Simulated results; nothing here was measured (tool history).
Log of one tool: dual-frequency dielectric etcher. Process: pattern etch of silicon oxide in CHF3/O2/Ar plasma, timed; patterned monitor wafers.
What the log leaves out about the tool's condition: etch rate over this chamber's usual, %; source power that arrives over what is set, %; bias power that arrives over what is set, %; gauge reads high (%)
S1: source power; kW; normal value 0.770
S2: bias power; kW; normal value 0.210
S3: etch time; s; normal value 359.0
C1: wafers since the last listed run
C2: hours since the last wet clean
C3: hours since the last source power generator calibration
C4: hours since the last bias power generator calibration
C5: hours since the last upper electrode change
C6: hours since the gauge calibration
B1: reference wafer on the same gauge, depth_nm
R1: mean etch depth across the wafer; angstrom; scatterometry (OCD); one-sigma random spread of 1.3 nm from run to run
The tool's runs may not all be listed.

run	hour	S1	S2	S3	C1	C2	C3	C4	C5	C6	B1	R1
1	0.0	0.660	0.210	359.0	0	227.5	3057.2	1604.7	2468.6	867.5	858.0	7838
2	62.1	0.770	0.210	277.5	375	289.6	3119.3	1666.8	2530.7	929.6	857.4	6448
3	122.4	0.770	0.210	277.5	364	349.9	3179.6	1727.1	2591.0	989.9	857.7	6446
4	165.5	0.770	0.210	277.5	260	393.0	3222.7	1770.2	2634.1	1033.0	858.3	6435
# hour 220.7: wet clean of the chamber
5	254.4	0.770	0.210	411.0	392	33.7	3311.6	1859.1	2723.0	1121.9	858.6	9496
6	348.8	0.820	0.210	407.5	571	128.1	3406.0	1953.5	2817.4	1216.3	858.3	9657
# hour 468.4: upper electrode replaced
7	529.6	0.820	0.210	407.5	948	308.9	3586.8	2134.3	61.2	1397.1	858.5	9683
# hour 585.2: wet clean of the chamber
# hour 602.5: source power generator calibrated
8	631.4	0.880	0.210	421.5	446	46.2	28.9	2236.1	163.0	1498.9	858.0	10555
9	705.4	0.640	0.164	399.5	447	120.2	102.9	2310.1	237.0	1572.9	858.3	8217
# hour 734.5: gauge calibrated
10	809.7	0.770	0.210	279.0	630	224.5	207.2	2414.4	341.3	75.2	857.5	6611
11	878.4	0.770	0.210	359.0	415	293.2	275.9	2483.1	410.0	143.9	858.2	8515
# hour 932.1: wet clean of the chamber
# hour 935.1: bias power generator calibrated
12	965.9	0.620	0.210	359.0	365	33.8	363.4	30.8	497.5	231.4	857.9	7700

For run 13, what comes out?
13	1166.1	0.770	0.210	359.0	1211	234.0	563.6	231.0	697.7	431.6	?	?

B1: 857.7
R1: 8424 angstrom
Minus the tool's unlogged condition, the same run would have read R1 8424 angstrom.
